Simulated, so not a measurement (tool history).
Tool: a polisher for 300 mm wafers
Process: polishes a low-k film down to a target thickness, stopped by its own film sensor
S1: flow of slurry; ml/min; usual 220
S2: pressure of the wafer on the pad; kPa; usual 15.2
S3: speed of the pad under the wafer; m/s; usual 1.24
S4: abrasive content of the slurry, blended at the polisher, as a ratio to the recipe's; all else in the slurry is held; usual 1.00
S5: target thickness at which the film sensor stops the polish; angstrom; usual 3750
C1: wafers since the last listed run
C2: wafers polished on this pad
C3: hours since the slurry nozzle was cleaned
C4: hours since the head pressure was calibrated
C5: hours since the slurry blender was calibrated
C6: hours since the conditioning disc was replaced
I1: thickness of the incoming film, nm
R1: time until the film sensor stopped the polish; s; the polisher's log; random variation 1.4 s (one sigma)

run,hour,S1,S2,S3,S4,S5,C1,C2,C3,C4,C5,C6,I1,R1
1,0.0,220,15.2,1.24,1.00,3750,0,328,286.5,747.1,64.9,237.5,456.5,167.3
2,48.3,220,15.2,1.24,1.00,3750,265,593,334.8,795.4,113.2,285.8,447.3,150.8
# hour 80.6: slurry nozzle cleaned
# hour 83.5: conditioning disc replaced and pad reconditioned
3,97.0,220,15.2,1.24,1.00,3750,250,844,16.4,844.1,161.9,13.5,452.4,151.4
4,134.1,220,15.2,1.24,1.00,3750,203,1048,53.5,881.2,199.0,50.6,446.5,142.5
5,191.7,220,15.2,1.24,1.00,3750,316,1364,111.1,938.8,256.6,108.2,454.8,165.7
# hour 217.3: worn pad replaced by a new one
6,227.7,220,15.2,1.24,1.00,3750,175,57,147.1,974.8,292.6,144.2,453.2,163.0
# hour 286.2: slurry blender recalibrated
7,347.6,220,13.8,1.24,1.00,3690,647,704,267.0,1094.7,61.4,264.1,449.6,192.4
# hour 371.3: slurry nozzle cleaned
8,405.7,220,15.2,1.44,1.00,3750,313,1018,34.4,1152.8,119.5,322.2,448.1,150.9
# hour 431.6: conditioning disc replaced and pad reconditioned
9,445.3,220,15.2,1.24,1.00,3750,206,1224,74.0,1192.4,159.1,13.7,453.2,161.6
10,475.1,220,15.2,1.24,1.00,3750,163,1388,103.8,1222.2,188.9,43.5,442.8,143.7
# hour 504.3: head pressure recalibrated
# hour 509.5: worn pad replaced by a new one
11,525.8,220,15.2,1.24,1.00,3750,245,89,154.5,21.5,239.6,94.2,447.7,133.3
12,572.5,220,15.2,1.52,1.00,3750,256,346,201.2,68.2,286.3,140.9,444.2,113.5
# hour 576.9: slurry blender recalibrated
13,600.8,220,15.2,1.24,1.20,3750,144,490,229.5,96.5,23.9,169.2,450.3,133.9
14,626.1,180,11.0,1.50,0.75,3750,138,629,254.8,121.8,49.2,194.5,455.2,222.6
# hour 654.6: slurry nozzle cleaned
15,679.2,260,16.5,1.24,1.25,3920,286,915,24.6,174.9,102.3,247.6,446.5,87.8
16,725.6,220,11.7,1.00,1.00,3630,254,1170,71.0,221.3,148.7,294.0,442.1,228.7
# hour 750.3: conditioning disc replaced and pad reconditioned
17,774.7,220,18.6,1.24,1.00,3750,258,1428,120.1,270.4,197.8,24.4,447.0,108.9
# hour 866.1: worn pad replaced by a new one
# hour 908.8: slurry blender recalibrated
18,914.3,185,15.2,1.24,1.00,3750,733,253,259.7,410.0,5.5,164.0,455.0,160.3
# hour 1002.0: slurry nozzle cleaned
# hour 1065.8: conditioning disc replaced and pad reconditioned
19,1125.2,155,15.2,1.10,1.00,3750,1141,1395,123.2,620.9,216.4,59.4,455.5,176.5
# hour 1170.2: worn pad replaced by a new one
20,1195.7,220,15.2,1.24,1.00,3750,365,139,193.7,691.4,286.9,129.9,449.1,147.4
21,1259.2,220,15.2,1.24,1.00,3750,348,488,257.2,754.9,350.4,193.4,451.4,156.2
# hour 1265.7: slurry blender recalibrated
# hour 1278.8: slurry nozzle cleaned
22,1291.0,180,15.2,1.24,1.00,3750,158,646,12.2,786.7,25.3,225.2,454.1,167.4
23,1338.7,220,15.2,1.66,0.75,3750,261,908,59.9,834.4,73.0,272.9,446.6,149.1
# hour 1352.7: conditioning disc replaced and pad reconditioned
24,1404.2,175,15.2,1.24,1.00,3960,348,1257,125.4,899.9,138.5,51.5,449.7,111.5

How the hidden state differs across the entries between the runs, from the last listed run before each to the first after it:
Between runs 2 and 3: slurry nozzle cleaned (hour 80.6); conditioning disc replaced and pad reconditioned (hour 83.5)
  deviation of the head's pressure from its setpoint, %: -4.36 -> -5.12; time polished since the conditioner stopped cutting, s: 223 -> 38.6
  measured less the result without the state, R1: +20.7 -> +10.4 s
Between runs 5 and 6: worn pad replaced by a new one (hour 217.3)
  deviation of the head's pressure from its setpoint, %: -6.74 -> -7.4; time polished since the conditioner stopped cutting, s: 111 -> 139
  measured less the result without the state, R1: +19.1 -> +21.5 s
Between runs 6 and 7: slurry blender recalibrated (hour 286.2)
  deviation of the head's pressure from its setpoint, %: -7.4 -> -9.77; time polished since the conditioner stopped cutting, s: 139 -> 231
  measured less the result without the state, R1: +21.5 -> +34.3 s
Between runs 7 and 8: slurry nozzle cleaned (hour 371.3)
  deviation of the head's pressure from its setpoint, %: -9.77 -> -11; time polished since the conditioner stopped cutting, s: 231 -> 275
  measured less the result without the state, R1: +34.3 -> +32.9 s
Between runs 8 and 9: conditioning disc replaced and pad reconditioned (hour 431.6)
  deviation of the head's pressure from its setpoint, %: -11 -> -11.9; time polished since the conditioner stopped cutting, s: 275 -> 25.2
  measured less the result without the state, R1: +32.9 -> +20.7 s
Between runs 10 and 11: head pressure recalibrated (hour 504.3); worn pad replaced by a new one (hour 509.5)
  deviation of the head's pressure from its setpoint, %: -12.6 -> 1.36; time polished since the conditioner stopped cutting, s: 48 -> 86.8
  measured less the result without the state, R1: +20.7 -> +4.3 s
Between runs 12 and 13: slurry blender recalibrated (hour 576.9)
  deviation of the head's pressure from its setpoint, %: 1.32 -> 1.27; time polished since the conditioner stopped cutting, s: 123 -> 144
  measured less the result without the state, R1: +6.6 -> +7.9 s
Between runs 14 and 15: slurry nozzle cleaned (hour 654.6)
  deviation of the head's pressure from its setpoint, %: 1.22 -> 1.07; time polished since the conditioner stopped cutting, s: 164 -> 204
  measured less the result without the state, R1: +13.1 -> +8.2 s
Between runs 16 and 17: conditioning disc replaced and pad reconditioned (hour 750.3)
  deviation of the head's pressure from its setpoint, %: 0.892 -> 0.661; time polished since the conditioner stopped cutting, s: 240 -> 35.3
  measured less the result without the state, R1: +16.2 -> +1.7 s
Between runs 17 and 18: worn pad replaced by a new one (hour 866.1); slurry blender recalibrated (hour 908.8)
  deviation of the head's pressure from its setpoint, %: 0.661 -> -0.248; time polished since the conditioner stopped cutting, s: 35.3 -> 142
  measured less the result without the state, R1: +1.7 -> +11.4 s
Between runs 18 and 19: slurry nozzle cleaned (hour 1002.0); conditioning disc replaced and pad reconditioned (hour 1065.8)
  deviation of the head's pressure from its setpoint, %: -0.248 -> -2.33; time polished since the conditioner stopped cutting, s: 142 -> 50.4
  measured less the result without the state, R1: +11.4 -> +8.1 s
Between runs 19 and 20: worn pad replaced by a new one (hour 1170.2)
  deviation of the head's pressure from its setpoint, %: -2.33 -> -3.21; time polished since the conditioner stopped cutting, s: 50.4 -> 104
  measured less the result without the state, R1: +8.1 -> +11.9 s
Between runs 21 and 22: slurry blender recalibrated (hour 1265.7); slurry nozzle cleaned (hour 1278.8)
  deviation of the head's pressure from its setpoint, %: -4.09 -> -4.56; time polished since the conditioner stopped cutting, s: 153 -> 177
  measured less the result without the state, R1: +17.0 -> +20.5 s
Between runs 23 and 24: conditioning disc replaced and pad reconditioned (hour 1352.7)
  deviation of the head's pressure from its setpoint, %: -5.3 -> -6.39; time polished since the conditioner stopped cutting, s: 214 -> 87.8
  measured less the result without the state, R1: +23.9 -> +11.4 s
